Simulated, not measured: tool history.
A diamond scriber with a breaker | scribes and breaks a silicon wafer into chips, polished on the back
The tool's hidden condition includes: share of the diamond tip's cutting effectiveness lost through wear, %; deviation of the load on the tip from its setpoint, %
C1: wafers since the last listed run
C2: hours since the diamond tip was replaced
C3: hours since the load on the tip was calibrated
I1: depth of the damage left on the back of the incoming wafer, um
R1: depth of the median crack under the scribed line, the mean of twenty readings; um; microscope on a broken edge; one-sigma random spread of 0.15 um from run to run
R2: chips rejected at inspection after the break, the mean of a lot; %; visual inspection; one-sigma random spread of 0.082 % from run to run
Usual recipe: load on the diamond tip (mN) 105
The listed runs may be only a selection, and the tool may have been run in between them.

run 1 hour=0.0 | load_on_the_diamond_tip_(mN)=105 | C1=0 C2=380.8 C3=1003.8 | I1=0.02 | R1=10.21 R2=2.72
run 2 hour=65.5 | load_on_the_diamond_tip_(mN)=105 | C1=107 C2=446.3 C3=1069.3 | I1=0.02 | R1=10.30 R2=2.99
run 3 hour=113.0 | load_on_the_diamond_tip_(mN)=105 | C1=77 C2=493.8 C3=1116.8 | I1=0.01 | R1=10.24 R2=3.15
run 4 hour=164.3 | load_on_the_diamond_tip_(mN)=105 | C1=83 C2=545.1 C3=1168.1 | I1=0.04 | R1=10.00 R2=3.21
run 5 hour=255.7 | load_on_the_diamond_tip_(mN)=105 | C1=149 C2=636.5 C3=1259.5 | I1=0.02 | R1=9.91 R2=3.19
-- hour=417.7 diamond tip replaced by a new one
run 6 hour=558.6 | load_on_the_diamond_tip_(mN)=95 | C1=491 C2=140.9 C3=1562.4 | I1=0.03 | R1=10.20 R2=2.69
run 7 hour=601.4 | load_on_the_diamond_tip_(mN)=105 | C1=69 C2=183.7 C3=1605.2 | I1=0.02 | R1=10.78 R2=2.00
-- hour=627.1 load on the tip recalibrated
run 8 hour=656.1 | load_on_the_diamond_tip_(mN)=105 | C1=86 C2=238.4 C3=29.0 | I1=0.01 | R1=10.50 R2=2.00
run 9 hour=692.9 | load_on_the_diamond_tip_(mN)=127 | C1=60 C2=275.2 C3=65.8 | I1=0.02 | R1=11.57 R2=1.68
run 10 hour=730.3 | load_on_the_diamond_tip_(mN)=105 | C1=61 C2=312.6 C3=103.2 | I1=0.05 | R1=10.57 R2=2.53
run 11 hour=767.8 | load_on_the_diamond_tip_(mN)=125 | C1=61 C2=350.1 C3=140.7 | I1=0.03 | R1=11.23 R2=1.58
run 12 hour=806.3 | load_on_the_diamond_tip_(mN)=125 | C1=62 C2=388.6 C3=179.2 | I1=0.01 | R1=11.26 R2=1.68
run 13 hour=847.6 | load_on_the_diamond_tip_(mN)=125 | C1=67 C2=429.9 C3=220.5 | I1=0.04 | R1=10.79 R2=1.72
run 14 hour=900.7 | load_on_the_diamond_tip_(mN)=105 | C1=86 C2=483.0 C3=273.6 | I1=0.01 | R1=10.21 R2=2.61
run 15 hour=948.0 | load_on_the_diamond_tip_(mN)=105 | C1=77 C2=530.3 C3=320.9 | I1=0.01 | R1=10.15 R2=2.93
run 16 hour=1041.0 | load_on_the_diamond_tip_(mN)=119 | C1=152 C2=623.3 C3=413.9 | I1=0.04 | R1=10.74 R2=2.10
run 17 hour=1085.8 | load_on_the_diamond_tip_(mN)=105 | C1=73 C2=668.1 C3=458.7 | I1=0.02 | R1=10.21 R2=2.86
run 18 hour=1161.4 | load_on_the_diamond_tip_(mN)=115 | C1=123 C2=743.7 C3=534.3 | I1=0.04 | R1=10.17 R2=2.36
-- hour=1215.7 diamond tip replaced by a new one
run 19 hour=1261.1 | load_on_the_diamond_tip_(mN)=123 | C1=159 C2=45.4 C3=634.0 | I1=0.03 | R1=11.77 R2=1.82
run 20 hour=1354.7 | load_on_the_diamond_tip_(mN)=73 | C1=153 C2=139.0 C3=727.6 | I1=0.03 | R1=9.14 R2=5.80
run 21 hour=1423.7 | load_on_the_diamond_tip_(mN)=128 | C1=112 C2=208.0 C3=796.6 | I1=0.03 | R1=11.58 R2=1.73
run 22 hour=1477.2 | load_on_the_diamond_tip_(mN)=124 | C1=87 C2=261.5 C3=850.1 | I1=0.02 | R1=11.19 R2=1.77
run 23 hour=1516.6 | load_on_the_diamond_tip_(mN)=105 | C1=64 C2=300.9 C3=889.5 | I1=0.05 | R1=10.15 R2=2.31
run 24 hour=1622.3 | load_on_the_diamond_tip_(mN)=82 | C1=172 C2=406.6 C3=995.2 | I1=0.03 | R1=9.21 R2=5.00
run 25 hour=1729.0 | load_on_the_diamond_tip_(mN)=105 | C1=174 C2=513.3 C3=1101.9 | I1=0.03 | R1=9.98 R2=2.94
run 26 hour=1816.4 | load_on_the_diamond_tip_(mN)=122 | C1=142 C2=600.7 C3=1189.3 | I1=0.03 | R1=11.13 R2=1.86
run 27 hour=1900.6 | load_on_the_diamond_tip_(mN)=133 | C1=137 C2=684.9 C3=1273.5 | I1=0.02 | R1=11.33 R2=1.60
run 28 hour=1961.3 | load_on_the_diamond_tip_(mN)=105 | C1=99 C2=745.6 C3=1334.2 | I1=0.04 | R1=9.85 R2=2.93
run 29 hour=2045.9 | load_on_the_diamond_tip_(mN)=74 | C1=138 C2=830.2 C3=1418.8 | I1=0.02 | R1=8.68 R2=8.82
-- hour=2074.6 diamond tip replaced by a new one
run 30 hour=2134.3 | load_on_the_diamond_tip_(mN)=87 | C1=141 C2=59.7 C3=1507.2 | I1=0.02 | R1=10.25 R2=2.81
run 31 hour=2191.3 | load_on_the_diamond_tip_(mN)=74 | C1=93 C2=116.7 C3=1564.2 | I1=0.04 | R1=9.19 R2=5.23
run 32 hour=2236.0 | load_on_the_diamond_tip_(mN)=121 | C1=73 C2=161.4 C3=1608.9 | I1=0.04 | R1=11.44 R2=1.78
run 33 hour=2328.1 | load_on_the_diamond_tip_(mN)=120 | C1=150 C2=253.5 C3=1701.0 | I1=0.05 | R1=11.36 R2=1.72
-- hour=2360.7 load on the tip recalibrated
run 34 hour=2399.5 | load_on_the_diamond_tip_(mN)=137 | C1=113 C2=324.9 C3=38.8 | I1=0.03 | R1=11.99 R2=1.77
run 35 hour=2473.2 | load_on_the_diamond_tip_(mN)=78 | C1=120 C2=398.6 C3=112.5 | I1=0.01 | R1=8.97 R2=6.22
run 36 hour=2548.9 | load_on_the_diamond_tip_(mN)=105 | C1=123 C2=474.3 C3=188.2 | I1=0.03 | R1=10.11 R2=2.64
run 37 hour=2605.5 | load_on_the_diamond_tip_(mN)=88 | C1=92 C2=530.9 C3=244.8 | I1=0.03 | R1=9.35 R2=4.63
run 38 hour=2703.4 | load_on_the_diamond_tip_(mN)=134 | C1=160 C2=628.8 C3=342.7 | I1=0.01 | R1=11.26 R2=1.76
run 39 hour=2744.0 | load_on_the_diamond_tip_(mN)=105 | C1=66 C2=669.4 C3=383.3 | I1=0.02 | R1=10.08 R2=2.79
run 40 hour=2824.5 | load_on_the_diamond_tip_(mN)=136 | C1=131 C2=749.9 C3=463.8 | I1=0.03 | R1=11.51 R2=1.74
run 41 hour=2969.8 | load_on_the_diamond_tip_(mN)=105 | C1=237 C2=895.2 C3=609.1 | I1=0.01 | R1=9.97 R2=3.16
-- hour=2988.6 diamond tip replaced by a new one
run 42 hour=3037.8 | load_on_the_diamond_tip_(mN)=105 | C1=107 C2=49.2 C3=677.1 | I1=0.02 | R1=10.98 R2=1.80

Each row is a separate what-if for the run after 42, all from the same tool condition, not one after another. Results?
run A hour=3038.4 | load_on_the_diamond_tip_(mN)=105 | C1=0 C2=49.8 C3=677.7 | I1=0.02 | R1=? R2=?
run B hour=3038.4 | load_on_the_diamond_tip_(mN)=81 | C1=0 C2=49.8 C3=677.7 | I1=0.02 | R1=? R2=?
run C hour=3038.4 | load_on_the_diamond_tip_(mN)=76 | C1=0 C2=49.8 C3=677.7 | I1=0.02 | R1=? R2=?

run=A R1=10.86 R2=1.93
run=B R1=9.65 R2=3.95
run=C R1=9.38 R2=4.77
Without the tool's hidden state the same runs would have given:
run=A R1=11.28 R2=1.80
run=B R1=10.02 R2=3.04
run=C R1=9.75 R2=3.68

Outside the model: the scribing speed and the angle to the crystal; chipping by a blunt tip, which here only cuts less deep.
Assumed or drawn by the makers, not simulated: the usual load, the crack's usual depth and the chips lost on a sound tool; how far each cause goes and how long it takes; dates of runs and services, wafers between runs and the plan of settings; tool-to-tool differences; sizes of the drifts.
